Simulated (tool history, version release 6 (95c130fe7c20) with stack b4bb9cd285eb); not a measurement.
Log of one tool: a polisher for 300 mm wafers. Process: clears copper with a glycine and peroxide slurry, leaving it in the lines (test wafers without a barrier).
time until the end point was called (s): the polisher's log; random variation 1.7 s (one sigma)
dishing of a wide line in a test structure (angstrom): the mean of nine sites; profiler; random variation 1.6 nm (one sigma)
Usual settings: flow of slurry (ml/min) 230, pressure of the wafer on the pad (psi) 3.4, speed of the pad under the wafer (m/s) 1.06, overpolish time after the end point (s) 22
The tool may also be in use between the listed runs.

| run | day | flow of slurry (ml/min) | pressure of the wafer on the pad (psi) | speed of the pad under the wafer (m/s) | overpolish time after the end point (s) | wafers since the last listed run | wafers polished on this pad | hours since the slurry nozzle was cleaned | hours since the head pressure was calibrated | incoming thickness of the incoming film, nm | time until the end point was called (s) | dishing of a wide line in a test structure (angstrom) |
|---|---|---|---|---|---|---|---|---|---|---|---|---|
| 1 | 0 | 230 | 3.4 | 1.06 | 22 | 0 | 1352 | 501.6 | 7.1 | 949.6 | 161.6 | 854 |
|  | 2.721 | slurry nozzle cleaned |
| 2 | 3.562 | 230 | 3.4 | 1.06 | 22 | 730 | 2082 | 20.2 | 92.6 | 973.9 | 166.6 | 860 |
| 3 | 7.962 | 230 | 3.4 | 1.06 | 22 | 912 | 2994 | 125.8 | 198.2 | 982 | 160.8 | 878 |
|  | 8.996 | worn pad replaced by a new one |
| 4 | 10.962 | 230 | 4.2 | 1.06 | 22 | 587 | 407 | 197.8 | 270.2 | 965.7 | 141.3 | 970 |
| 5 | 13.758 | 230 | 3.4 | 1.06 | 22 | 579 | 987 | 264.9 | 337.3 | 974.2 | 156.2 | 892 |
| 6 | 17.95 | 230 | 3.4 | 1.06 | 22 | 869 | 1856 | 365.5 | 437.9 | 974.9 | 157.9 | 888 |
|  | 20.967 | worn pad replaced by a new one |
| 7 | 21.246 | 200 | 3.4 | 1.06 | 22 | 648 | 57 | 444.6 | 517 | 972.5 | 161.2 | 896 |
| 8 | 25.742 | 200 | 3.4 | 1.06 | 22 | 932 | 990 | 552.5 | 624.9 | 968.5 | 156.5 | 885 |
|  | 26 | slurry nozzle cleaned |
| 9 | 30.046 | 200 | 3.4 | 1.06 | 22 | 883 | 1873 | 97.1 | 728.2 | 963.8 | 160.2 | 891 |
| 10 | 33.738 | 270 | 3.4 | 1.06 | 22 | 765 | 2639 | 185.7 | 816.8 | 961.3 | 152.1 | 900 |
|  | 36.825 | worn pad replaced by a new one, of another model than before |
| 11 | 37.588 | 230 | 4.3 | 0.7 | 22 | 763 | 158 | 278.1 | 909.2 | 973.6 | 162.3 | 882 |
| 12 | 40.154 | 230 | 3.4 | 1.06 | 18 | 532 | 690 | 339.7 | 970.8 | 978.3 | 155 | 806 |
| 13 | 42.258 | 230 | 4.3 | 0.7 | 22 | 436 | 1126 | 390.2 | 1021.3 | 975.7 | 164.9 | 910 |
|  | 43.488 | head pressure recalibrated |
| 14 | 43.867 | 230 | 3.4 | 1.06 | 22 | 316 | 1442 | 428.8 | 9.1 | 983.8 | 170 | 844 |
| 15 | 45.821 | 200 | 3.4 | 1.06 | 22 | 405 | 1848 | 475.7 | 56 | 965 | 161.1 | 874 |
|  | 46.596 | slurry nozzle cleaned |
| 16 | 48 | 280 | 4.3 | 1.38 | 22 | 443 | 2291 | 33.7 | 108.3 | 956.9 | 109.8 | 1193 |
| 17 | 51.571 | 230 | 3.4 | 1.06 | 26 | 740 | 3031 | 119.4 | 194 | 987.6 | 160.8 | 967 |
|  | 52.254 | worn pad replaced by a new one |
| 18 | 54.783 | 230 | 3.4 | 1.06 | 26 | 631 | 524 | 196.5 | 271.1 | 987.1 | 162.8 | 1015 |
| 19 | 57.279 | 190 | 4.6 | 1.38 | 29 | 517 | 1041 | 256.4 | 331 | 977 | 101.6 | 1547 |
|  | 67.608 | worn pad replaced by a new one |
| 20 | 69.65 | 230 | 3 | 1.06 | 31 | 2530 | 423 | 553.3 | 627.9 | 962.9 | 168.8 | 1065 |

Forecast each of these 3 alternatives for the next run:
| A | 69.671 | 230 | 3.4 | 1.06 | 22 | 4 | 427 | 553.8 | 628.4 | 952.7 | ? | ? |
| B | 69.671 | 175 | 3.4 | 1.2 | 22 | 4 | 427 | 553.8 | 628.4 | 952.7 | ? | ? |
| C | 69.671 | 250 | 3.4 | 0.8 | 22 | 4 | 427 | 553.8 | 628.4 | 952.7 | ? | ? |

| run | time until the end point was called (s) | dishing of a wide line in a test structure (angstrom) |
|---|---|---|
| A | 151.4 | 883 |
| B | 141.1 | 930 |
| C | 181 | 769 |
Without the tool's hidden state the same runs would have given:
| run | time until the end point was called (s) | dishing of a wide line in a test structure (angstrom) |
|---|---|---|
| A | 162.3 | 831 |
| B | 151.5 | 876 |
| C | 193.7 | 724 |
